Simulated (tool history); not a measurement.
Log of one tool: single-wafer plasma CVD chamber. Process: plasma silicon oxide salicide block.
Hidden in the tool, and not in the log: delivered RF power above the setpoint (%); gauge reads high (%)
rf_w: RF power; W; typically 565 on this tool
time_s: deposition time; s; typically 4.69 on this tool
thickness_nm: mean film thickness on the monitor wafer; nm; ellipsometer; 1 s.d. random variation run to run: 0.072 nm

| run | hour | rf_w | time_s | wafers since the last listed run | hours since the last RF generator calibration | hours since the showerhead was replaced | hours since the gauge calibration | read-back reference wafer on the same gauge, thickness_nm | thickness_nm |
|---|---|---|---|---|---|---|---|---|---|
| 1 | 0.0 | 565 | 5.31 | 0 | 1224.5 | 3624.8 | 48.1 | 55.110 | 52.823 |
| 2 | 17.4 | 565 | 5.31 | 808 | 1241.9 | 3642.2 | 65.5 | 55.112 | 52.818 |
| 3 | 27.0 | 565 | 5.31 | 446 | 1251.5 | 3651.8 | 75.1 | 55.102 | 52.748 |
| 4 | 40.8 | 565 | 4.69 | 641 | 1265.3 | 3665.6 | 88.9 | 55.106 | 46.618 |
| 5 | 51.8 | 565 | 4.69 | 511 | 1276.3 | 3676.6 | 99.9 | 55.115 | 46.476 |
| 6 | 63.3 | 500 | 4.69 | 534 | 1287.8 | 3688.1 | 111.4 | 55.094 | 44.115 |
|  | 71.8 | RF generator calibrated |
| 7 | 72.3 | 565 | 4.69 | 46 | 0.5 | 3697.1 | 120.4 | 55.105 | 48.132 |
| 8 | 85.4 | 565 | 4.69 | 608 | 13.6 | 3710.2 | 133.5 | 55.101 | 48.081 |
| 9 | 94.5 | 455 | 4.09 | 422 | 22.7 | 3719.3 | 142.6 | 55.103 | 38.131 |
| 10 | 106.7 | 565 | 4.69 | 566 | 34.9 | 3731.5 | 154.8 | 55.084 | 48.064 |
|  | 110.1 | gauge calibrated |
| 11 | 116.9 | 630 | 4.69 | 473 | 45.1 | 3741.7 | 6.8 | 55.077 | 50.097 |
| 12 | 132.9 | 565 | 4.69 | 743 | 61.1 | 3757.7 | 22.8 | 55.103 | 47.971 |
|  | 148.0 | showerhead replaced |
| 13 | 148.5 | 565 | 4.69 | 353 | 76.7 | 0.5 | 38.4 | 55.089 | 48.005 |
| 14 | 164.5 | 640 | 5.22 | 743 | 92.7 | 16.5 | 54.4 | 55.107 | 56.096 |
| 15 | 175.5 | 470 | 5.13 | 511 | 103.7 | 27.5 | 65.4 | 55.097 | 48.425 |
| 16 | 186.2 | 610 | 4.40 | 497 | 114.4 | 38.2 | 76.1 | 55.096 | 46.424 |

5 options for the next run, each taken on its own from the tool as it stands now. Forecast them:
| A | 186.6 | 565 | 5.62 | 18 | 114.8 | 38.6 | 76.5 | ? | ? |
| B | 186.6 | 565 | 5.57 | 18 | 114.8 | 38.6 | 76.5 | ? | ? |
| C | 186.6 | 565 | 4.92 | 18 | 114.8 | 38.6 | 76.5 | ? | ? |
| D | 186.6 | 655 | 5.26 | 18 | 114.8 | 38.6 | 76.5 | ? | ? |
| E | 186.6 | 645 | 4.69 | 18 | 114.8 | 38.6 | 76.5 | ? | ? |

| run | read-back reference wafer on the same gauge, thickness_nm | thickness_nm |
|---|---|---|
| A | 55.107 | 57.379 |
| B | 55.107 | 56.869 |
| C | 55.107 | 50.232 |
| D | 55.107 | 57.005 |
| E | 55.107 | 50.520 |
Without the tool's unlogged condition, the same runs would have read:
| run | thickness_nm |
|---|---|
| A | 57.631 |
| B | 57.118 |
| C | 50.453 |
| D | 57.256 |
| E | 50.742 |

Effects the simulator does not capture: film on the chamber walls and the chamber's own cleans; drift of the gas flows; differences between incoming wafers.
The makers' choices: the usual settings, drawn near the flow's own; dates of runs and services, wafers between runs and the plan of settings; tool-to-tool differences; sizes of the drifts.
